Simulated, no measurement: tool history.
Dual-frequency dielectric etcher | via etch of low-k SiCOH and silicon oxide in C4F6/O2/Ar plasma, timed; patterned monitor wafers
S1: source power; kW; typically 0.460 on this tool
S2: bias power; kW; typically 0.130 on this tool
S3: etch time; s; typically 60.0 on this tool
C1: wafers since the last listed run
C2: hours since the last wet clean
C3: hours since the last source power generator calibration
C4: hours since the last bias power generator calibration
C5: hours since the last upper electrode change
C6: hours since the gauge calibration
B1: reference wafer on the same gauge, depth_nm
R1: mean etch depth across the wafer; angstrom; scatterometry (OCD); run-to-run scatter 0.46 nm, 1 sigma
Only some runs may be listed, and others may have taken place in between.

Run 1, hour 0.0: usual settings but S2 0.155 kW; C1 0; C2 252.9; C3 3464.4; C4 939.0; C5 3142.4; C6 98.7; B1 130.1. Result: R1 1633 angstrom.
Run 2, hour 104.4: usual settings but S1 0.410 kW, S3 55.0 s; C1 993; C2 357.3; C3 3568.8; C4 1043.4; C5 3246.8; C6 203.1; B1 130.0. Result: R1 1343 angstrom.
Run 3, hour 170.3: usual settings but S2 0.146 kW; C1 627; C2 423.2; C3 3634.7; C4 1109.3; C5 3312.7; C6 269.0; B1 130.0. Result: R1 1603 angstrom.
At hour 237.3: wet clean of the chamber.
Run 4, hour 251.6: usual settings but S2 0.146 kW; C1 545; C2 14.3; C3 3716.0; C4 1190.6; C5 3394.0; C6 350.3; B1 130.0. Result: R1 1615 angstrom.
Run 5, hour 321.0: usual settings but S2 0.146 kW; C1 660; C2 83.7; C3 3785.4; C4 1260.0; C5 3463.4; C6 419.7; B1 129.8. Result: R1 1617 angstrom.
At hour 363.3: source power generator calibrated.
Run 6, hour 379.0: usual settings but S2 0.154 kW; C1 513; C2 141.7; C3 15.7; C4 1318.0; C5 3521.4; C6 477.7; B1 130.0. Result: R1 1619 angstrom.
Run 7, hour 421.3: usual settings but S1 0.380 kW; C1 402; C2 184.0; C3 58.0; C4 1360.3; C5 3563.7; C6 520.0; B1 130.0. Result: R1 1390 angstrom.
Run 8, hour 465.5: usual settings but S1 0.380 kW; C1 420; C2 228.2; C3 102.2; C4 1404.5; C5 3607.9; C6 564.2; B1 130.1. Result: R1 1397 angstrom.
Run 9, hour 508.8: usual settings but S1 0.500 kW, S2 0.122 kW; C1 412; C2 271.5; C3 145.5; C4 1447.8; C5 3651.2; C6 607.5; B1 130.1. Result: R1 1559 angstrom.
Run 10, hour 575.9: usual settings but S1 0.500 kW, S2 0.122 kW; C1 638; C2 338.6; C3 212.6; C4 1514.9; C5 3718.3; C6 674.6; B1 130.1. Result: R1 1564 angstrom.
At hour 655.6: wet clean of the chamber.
Run 11, hour 682.4: usual settings but S1 0.500 kW, S2 0.122 kW; C1 785; C2 26.8; C3 319.1; C4 1621.4; C5 3824.8; C6 781.1; B1 129.9. Result: R1 1559 angstrom.
Run 12, hour 729.8: usual settings but S3 66.0 s; C1 451; C2 74.2; C3 366.5; C4 1668.8; C5 3872.2; C6 828.5; B1 130.1. Result: R1 1697 angstrom.
Run 13, hour 808.4: usual settings but S2 0.104 kW, S3 53.5 s; C1 747; C2 152.8; C3 445.1; C4 1747.4; C5 3950.8; C6 907.1; B1 130.0. Result: R1 1279 angstrom.
Run 14, hour 865.4: usual settings but S2 0.147 kW, S3 46.5 s; C1 542; C2 209.8; C3 502.1; C4 1804.4; C5 4007.8; C6 964.1; B1 130.0. Result: R1 1237 angstrom.
At hour 951.0: upper electrode replaced.
Run 15, hour 951.9: usual settings but S1 0.520 kW, S2 0.121 kW, S3 55.0 s; C1 594; C2 296.3; C3 588.6; C4 1890.9; C5 0.9; C6 1050.6; B1 129.9. Result: R1 1459 angstrom.
At hour 990.5: bias power generator calibrated.
Run 16, hour 1020.1: usual settings but S2 0.143 kW; C1 610; C2 364.5; C3 656.8; C4 29.6; C5 69.1; C6 1118.8; B1 130.1. Result: R1 1563 angstrom.
At hour 1074.6: wet clean of the chamber.
Run 17, hour 1075.1: usual settings but S1 0.400 kW, S2 0.143 kW, S3 73.0 s; C1 295; C2 0.5; C3 711.8; C4 84.6; C5 124.1; C6 1173.8; B1 129.9. Result: R1 1793 angstrom.
Run 18, hour 1162.5: usual settings but S1 0.540 kW, S2 0.100 kW; C1 831; C2 87.9; C3 799.2; C4 172.0; C5 211.5; C6 1261.2; B1 130.2. Result: R1 1507 angstrom.
Run 19, hour 1228.1: usual settings but S2 0.120 kW, S3 48.5 s; C1 624; C2 153.5; C3 864.8; C4 237.6; C5 277.1; C6 1326.8; B1 130.0. Result: R1 1199 angstrom.
Run 20, hour 1272.8: usual settings but S1 0.500 kW; C1 425; C2 198.2; C3 909.5; C4 282.3; C5 321.8; C6 1371.5; B1 130.0. Result: R1 1585 angstrom.
At hour 1280.8: gauge calibrated.
Run 21, hour 1356.7: usual settings but S2 0.113 kW; C1 798; C2 282.1; C3 993.4; C4 366.2; C5 405.7; C6 75.9; B1 130.1. Result: R1 1454 angstrom.
Run 22, hour 1422.8: usual settings; C1 629; C2 348.2; C3 1059.5; C4 432.3; C5 471.8; C6 142.0; B1 130.2. Result: R1 1524 angstrom.
Run 23, hour 1460.7: usual settings but S1 0.360 kW, S2 0.104 kW, S3 72.5 s; C1 360; C2 386.1; C3 1097.4; C4 470.2; C5 509.7; C6 179.9; B1 130.1. Result: R1 1518 angstrom.
At hour 1511.5: wet clean of the chamber.
Run 24, hour 1534.0: usual settings; C1 469; C2 22.5; C3 1170.7; C4 543.5; C5 583.0; C6 253.2; B1 130.1. Result: R1 1520 angstrom.
Run 25, hour 1617.4: usual settings but S1 0.500 kW, S2 0.162 kW, S3 55.5 s; C1 793; C2 105.9; C3 1254.1; C4 626.9; C5 666.4; C6 336.6; B1 130.1. Result: R1 1577 angstrom.
Run 26, hour 1715.3: usual settings but S1 0.560 kW, S2 0.107 kW, S3 46.5 s; C1 931; C2 203.8; C3 1352.0; C4 724.8; C5 764.3; C6 434.5; B1 129.9. Result: R1 1218 angstrom.
Run 27, hour 1776.2: usual settings; C1 579; C2 264.7; C3 1412.9; C4 785.7; C5 825.2; C6 495.4; B1 130.0. Result: R1 1526 angstrom.
Run 28, hour 1819.2: usual settings; C1 409; C2 307.7; C3 1455.9; C4 828.7; C5 868.2; C6 538.4; B1 129.9. Result: R1 1533 angstrom.

Each row is a separate what-if for the run after 28, all from the same tool condition, not one after another. Results?
Run A, hour 1819.6: usual settings; C1 3; C2 308.1; C3 1456.3; C4 829.1; C5 868.6; C6 538.8; B1 ?. Result: R1 ?.
Run B, hour 1819.6: usual settings but S2 0.147 kW, S3 52.0 s; C1 3; C2 308.1; C3 1456.3; C4 829.1; C5 868.6; C6 538.8; B1 ?. Result: R1 ?.
Run C, hour 1819.6: usual settings but S1 0.530 kW, S3 76.0 s; C1 3; C2 308.1; C3 1456.3; C4 829.1; C5 868.6; C6 538.8; B1 ?. Result: R1 ?.
Run D, hour 1819.6: usual settings but S1 0.350 kW, S2 0.104 kW, S3 76.0 s; C1 3; C2 308.1; C3 1456.3; C4 829.1; C5 868.6; C6 538.8; B1 ?. Result: R1 ?.
Run E, hour 1819.6: usual settings but S3 76.5 s; C1 3; C2 308.1; C3 1456.3; C4 829.1; C5 868.6; C6 538.8; B1 ?. Result: R1 ?.

run     B1    R1
  A  130.0  1535
  B  130.0  1385
  C  130.0  2074
  D  130.0  1587
  E  130.0  1957
With the hidden condition removed and each run's random variation left untouched, the same runs would have given:
run    R1
  A  1520
  B  1371
  C  2055
  D  1572
  E  1938
